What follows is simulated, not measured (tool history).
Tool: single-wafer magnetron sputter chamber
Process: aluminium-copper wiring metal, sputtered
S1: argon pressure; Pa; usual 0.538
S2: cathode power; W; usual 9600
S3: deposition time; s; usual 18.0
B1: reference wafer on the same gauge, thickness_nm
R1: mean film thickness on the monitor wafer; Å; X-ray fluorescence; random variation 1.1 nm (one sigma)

run	hour	S1	S2	S3	B1	R1
1	0.0	0.412	9600	18.0	305.695	2923.62
2	63.8	0.379	9600	20.1	305.800	3284.87
3	123.5	0.379	9600	20.1	305.713	3262.08
4	179.9	0.538	9600	18.0	305.851	2698.77
# hour 209.6: sputter target and shields replaced
5	235.6	0.538	9600	18.0	305.297	2811.07
6	297.7	0.598	9600	18.0	306.176	2743.69
# hour 353.3: magnet pack replaced
7	353.8	0.598	9600	18.0	305.390	2735.06
8	381.6	0.598	9600	18.0	305.489	2692.69
# hour 421.1: capacitance manometer re-zeroed and calibrated
9	439.9	0.538	9600	18.0	306.347	2767.23
10	490.4	0.598	9600	18.0	305.818	2679.43
# hour 494.9: gauge calibrated
11	540.6	0.698	11100	16.4	306.344	2687.84
12	570.8	0.598	9600	18.0	306.018	2638.73
# hour 613.5: sputter target and shields replaced
13	631.7	0.538	9600	18.0	305.580	2785.82
14	667.6	0.538	9600	18.0	306.304	2786.58
15	693.9	0.682	7200	18.0	305.882	1976.97
16	723.3	0.538	7600	15.5	306.531	1909.36
17	938.1	0.362	10550	18.0	306.098	3237.22
18	1001.3	0.475	8550	18.0	306.301	2468.57
19	1031.8	0.741	11800	21.5	305.815	3578.93

The tool's hidden state at each run:
true argon pressure above the setpoint (%): 0 in every run
gauge reads high (%): 0 in every run
H1: deposition rate above that of a new target (%)
run	H1
1	-1.88
2	-2.8
3	-3.85
4	-5.01
5	-0.52
6	-0.701
7	-1.03
8	-1.26
9	-1.86
10	-2.52
11	-3.3
12	-3.83
13	-0.6
14	-0.666
15	-0.756
16	-0.899
17	-3.28
18	-4.43
19	-5.06
